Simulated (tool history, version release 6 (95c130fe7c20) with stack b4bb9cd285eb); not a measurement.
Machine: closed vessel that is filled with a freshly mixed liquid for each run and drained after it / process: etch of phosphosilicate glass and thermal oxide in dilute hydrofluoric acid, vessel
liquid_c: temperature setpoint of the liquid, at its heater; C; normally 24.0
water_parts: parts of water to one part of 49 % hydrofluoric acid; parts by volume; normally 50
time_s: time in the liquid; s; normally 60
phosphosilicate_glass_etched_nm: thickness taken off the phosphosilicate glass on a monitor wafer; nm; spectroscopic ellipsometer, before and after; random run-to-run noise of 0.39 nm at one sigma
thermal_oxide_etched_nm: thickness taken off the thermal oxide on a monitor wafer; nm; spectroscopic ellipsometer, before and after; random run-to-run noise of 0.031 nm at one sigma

run,day,liquid_c,water_parts,time_s,"read-back film thickness of the phosphosilicate glass reference wafer, read on the same gauge (nm)","read-back film thickness of the thermal oxide reference wafer, read on the same gauge (nm)",phosphosilicate_glass_etched_nm,thermal_oxide_etched_nm
1,0.000,24.0,50,60,80.02,150.02,103.17,5.53
2,1.779,24.0,50,60,79.99,150.01,102.63,5.56
3,4.733,24.0,50,60,80.04,149.99,102.05,5.55
# day 7.638: thermometer replaced
4,11.096,24.0,50,60,80.01,149.97,105.05,5.64
5,14.429,24.0,50,60,79.98,150.00,104.77,5.63
6,23.742,24.0,50,60,80.02,150.02,104.98,5.67
7,27.758,24.0,65,60,80.01,149.97,79.31,4.26
8,31.829,24.0,65,60,79.98,149.99,78.60,4.32
# day 34.088: hydrofluoric acid flow meter replaced
9,34.450,24.0,50,40,79.99,149.98,66.86,3.58
# day 36.775: thermometer replaced
10,38.467,19.5,70,60,80.00,150.02,59.05,3.25
11,41.288,24.0,50,60,79.97,150.00,102.54,5.54
12,43.612,26.5,35,95,80.01,150.02,262.83,14.16
13,46.908,19.5,60,75,80.00,149.98,87.32,4.74
14,50.779,24.0,50,60,80.03,149.99,101.76,5.56
# day 53.088: gauge calibrated
15,53.800,27.0,50,35,80.01,149.98,67.51,3.63
16,57.142,22.0,60,40,80.00,149.95,51.53,2.79
17,61.367,21.5,70,60,80.02,150.04,63.77,3.49
18,63.679,25.5,35,30,80.01,149.98,79.30,4.32
# day 64.083: thermometer replaced
19,71.838,24.0,50,60,80.00,150.04,104.73,5.62
20,75.638,24.0,50,60,79.99,150.01,104.83,5.68
21,79.071,24.0,50,60,80.04,149.99,104.21,5.62
22,80.979,21.0,35,75,80.04,150.02,167.73,9.06
# day 82.638: hydrofluoric acid flow meter replaced
23,83.392,24.0,30,30,80.00,150.02,86.33,4.68
24,86.088,26.0,40,60,79.98,150.01,138.76,7.48
25,90.458,28.0,35,90,80.00,150.01,262.53,14.22

4 options for the next run, each taken on its own from the tool as it stands now. Forecast them:
A,90.488,24.0,50,60,?,?,?,?
B,90.488,20.5,30,70,?,?,?,?
C,90.488,20.5,35,30,?,?,?,?
D,90.488,24.0,50,75,?,?,?,?

run,"read-back film thickness of the phosphosilicate glass reference wafer, read on the same gauge (nm)","read-back film thickness of the thermal oxide reference wafer, read on the same gauge (nm)",phosphosilicate_glass_etched_nm,thermal_oxide_etched_nm
A,80.01,150.02,101.11,5.51
B,80.01,150.02,173.90,9.47
C,80.01,150.02,63.50,3.46
D,80.01,150.02,126.39,6.89
With no hidden state in the tool, these same runs would have given:
run,phosphosilicate_glass_etched_nm,thermal_oxide_etched_nm
A,102.61,5.59
B,176.68,9.63
C,64.51,3.51
D,128.26,6.99

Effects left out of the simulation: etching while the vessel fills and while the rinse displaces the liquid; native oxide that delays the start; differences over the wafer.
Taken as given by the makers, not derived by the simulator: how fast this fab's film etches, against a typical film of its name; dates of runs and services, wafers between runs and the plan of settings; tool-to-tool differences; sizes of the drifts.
